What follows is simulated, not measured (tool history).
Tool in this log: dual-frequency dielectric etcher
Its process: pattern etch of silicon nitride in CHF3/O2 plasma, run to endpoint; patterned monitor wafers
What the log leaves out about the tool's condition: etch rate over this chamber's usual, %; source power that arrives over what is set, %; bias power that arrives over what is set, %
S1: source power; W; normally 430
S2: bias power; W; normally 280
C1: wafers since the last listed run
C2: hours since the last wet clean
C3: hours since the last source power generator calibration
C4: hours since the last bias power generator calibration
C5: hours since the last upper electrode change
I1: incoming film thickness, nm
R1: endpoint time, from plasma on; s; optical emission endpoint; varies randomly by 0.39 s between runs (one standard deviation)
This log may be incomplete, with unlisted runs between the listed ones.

Run 1, hour 0: usual settings but S1 470 W, S2 255 W; C1 0; C2 167.1; C3 2044; C4 4071; C5 4039.6; I1 85.6. Result: R1 56.2 s.
Run 2, hour 27.5: usual settings but S1 470 W, S2 255 W; C1 252; C2 194.6; C3 2071.5; C4 4098.5; C5 4067.1; I1 86.1. Result: R1 56.9 s.
Run 3, hour 51.4: usual settings but S1 470 W, S2 255 W; C1 219; C2 218.5; C3 2095.4; C4 4122.4; C5 4091; I1 86.3. Result: R1 56.9 s.
Run 4, hour 79.6: usual settings but S1 380 W; C1 258; C2 246.7; C3 2123.6; C4 4150.6; C5 4119.2; I1 86.6. Result: R1 60.3 s.
Run 5, hour 93.9: usual settings but S1 380 W; C1 131; C2 261; C3 2137.9; C4 4164.9; C5 4133.5; I1 86.3. Result: R1 59.6 s.
Run 6, hour 122.7: usual settings but S1 380 W; C1 264; C2 289.8; C3 2166.7; C4 4193.7; C5 4162.3; I1 86.2. Result: R1 59.6 s.
Run 7, hour 151: usual settings but S2 303 W; C1 259; C2 318.1; C3 2195; C4 4222; C5 4190.6; I1 86. Result: R1 56.1 s.
At hour 159.1: source power generator calibrated.
Run 8, hour 180.8: usual settings but S2 303 W; C1 236; C2 347.9; C3 21.7; C4 4251.8; C5 4220.4; I1 86.3. Result: R1 55 s.
Run 9, hour 198.5: usual settings but S1 510 W, S2 234 W; C1 162; C2 365.6; C3 39.4; C4 4269.5; C5 4238.1; I1 85.8. Result: R1 57.7 s.
Run 10, hour 244.7: usual settings but S1 510 W, S2 234 W; C1 423; C2 411.8; C3 85.6; C4 4315.7; C5 4284.3; I1 86.2. Result: R1 57.7 s.
Run 11, hour 263.8: usual settings; C1 175; C2 430.9; C3 104.7; C4 4334.8; C5 4303.4; I1 85.8. Result: R1 58 s.
Run 12, hour 281.8: usual settings; C1 165; C2 448.9; C3 122.7; C4 4352.8; C5 4321.4; I1 86.4. Result: R1 58.3 s.
Run 13, hour 306.5: usual settings but S2 236 W; C1 226; C2 473.6; C3 147.4; C4 4377.5; C5 4346.1; I1 85.1. Result: R1 61.7 s.
Run 14, hour 337.1: usual settings but S2 236 W; C1 280; C2 504.2; C3 178; C4 4408.1; C5 4376.7; I1 86.2. Result: R1 63 s.
Run 15, hour 367.4: usual settings but S1 390 W, S2 259 W; C1 277; C2 534.5; C3 208.3; C4 4438.4; C5 4407; I1 86.4. Result: R1 64.1 s.
Run 16, hour 382.2: usual settings; C1 135; C2 549.3; C3 223.1; C4 4453.2; C5 4421.8; I1 86.6. Result: R1 58.6 s.
At hour 417.9: wet clean of the chamber.
At hour 421.9: bias power generator calibrated.
Run 17, hour 422.4: usual settings but S1 500 W, S2 343 W; C1 112; C2 4.5; C3 263.3; C4 0.5; C5 4462; I1 85.6. Result: R1 46.8 s.
Run 18, hour 447.6: usual settings but S1 330 W, S2 244 W; C1 231; C2 29.7; C3 288.5; C4 25.7; C5 4487.2; I1 85.6. Result: R1 66.2 s.
Run 19, hour 461.7: usual settings but S1 500 W, S2 256 W; C1 129; C2 43.8; C3 302.6; C4 39.8; C5 4501.3; I1 85.5. Result: R1 52.6 s.
At hour 509.2: upper electrode replaced.
Run 20, hour 509.7: usual settings but S1 500 W, S2 250 W; C1 220; C2 91.8; C3 350.6; C4 87.8; C5 0.5; I1 85.4. Result: R1 53.9 s.
Run 21, hour 522.2: usual settings but S1 380 W, S2 244 W; C1 114; C2 104.3; C3 363.1; C4 100.3; C5 13; I1 85.2. Result: R1 61.8 s.
Run 22, hour 543.4: usual settings but S1 490 W, S2 240 W; C1 194; C2 125.5; C3 384.3; C4 121.5; C5 34.2; I1 86.5. Result: R1 56.4 s.
Run 23, hour 555.9: usual settings but S1 480 W, S2 213 W; C1 114; C2 138; C3 396.8; C4 134; C5 46.7; I1 85.9. Result: R1 59.5 s.
Run 24, hour 579.4: usual settings; C1 215; C2 161.5; C3 420.3; C4 157.5; C5 70.2; I1 85.8. Result: R1 55.4 s.
Run 25, hour 593.6: usual settings but S1 370 W, S2 231 W; C1 130; C2 175.7; C3 434.5; C4 171.7; C5 84.4; I1 87.1. Result: R1 66.6 s.
Run 26, hour 615: usual settings but S1 500 W, S2 329 W; C1 196; C2 197.1; C3 455.9; C4 193.1; C5 105.8; I1 86.2. Result: R1 48.8 s.
Run 27, hour 641.6: usual settings but S1 380 W, S2 226 W; C1 243; C2 223.7; C3 482.5; C4 219.7; C5 132.4; I1 86.1. Result: R1 64.8 s.
Run 28, hour 661.8: usual settings but S1 370 W, S2 239 W; C1 185; C2 243.9; C3 502.7; C4 239.9; C5 152.6; I1 86.2. Result: R1 64.5 s.
Run 29, hour 676.9: usual settings but S2 235 W; C1 138; C2 259; C3 517.8; C4 255; C5 167.7; I1 87.3. Result: R1 62.8 s.
Run 30, hour 700.1: usual settings but S1 370 W; C1 212; C2 282.2; C3 541; C4 278.2; C5 190.9; I1 86.4. Result: R1 60.6 s.
Run 31, hour 734.8: usual settings but S2 236 W; C1 318; C2 316.9; C3 575.7; C4 312.9; C5 225.6; I1 86.3. Result: R1 62 s.
Run 32, hour 759.1: usual settings but S1 490 W, S2 240 W; C1 222; C2 341.2; C3 600; C4 337.2; C5 249.9; I1 85.5. Result: R1 57.1 s.
Run 33, hour 773.2: usual settings but S1 500 W, S2 241 W; C1 129; C2 355.3; C3 614.1; C4 351.3; C5 264; I1 86. Result: R1 57.6 s.
Run 34, hour 792.2: usual settings but S1 360 W, S2 314 W; C1 174; C2 374.3; C3 633.1; C4 370.3; C5 283; I1 86. Result: R1 58.8 s.
Run 35, hour 816.2: usual settings but S1 520 W, S2 217 W; C1 220; C2 398.3; C3 657.1; C4 394.3; C5 307; I1 86.6. Result: R1 59.6 s.
Run 36, hour 837.1: usual settings; C1 191; C2 419.2; C3 678; C4 415.2; C5 327.9; I1 86.4. Result: R1 56.5 s.

Branching from run 36: 3 alternative next runs. What would each branch give?
Run A, hour 837.5: usual settings but S1 500 W; C1 3; C2 419.6; C3 678.4; C4 415.6; C5 328.3; I1 85.7. Result: R1 ?.
Run B, hour 837.5: usual settings but S1 460 W; C1 3; C2 419.6; C3 678.4; C4 415.6; C5 328.3; I1 85.7. Result: R1 ?.
Run C, hour 837.5: usual settings but S2 341 W; C1 3; C2 419.6; C3 678.4; C4 415.6; C5 328.3; I1 85.7. Result: R1 ?.

run    R1
  A  53.7
  B  55.7
  C  52.6
Without the tool's hidden state the same runs would have given:
run    R1
  A  51.8
  B  53.8
  C  50.8
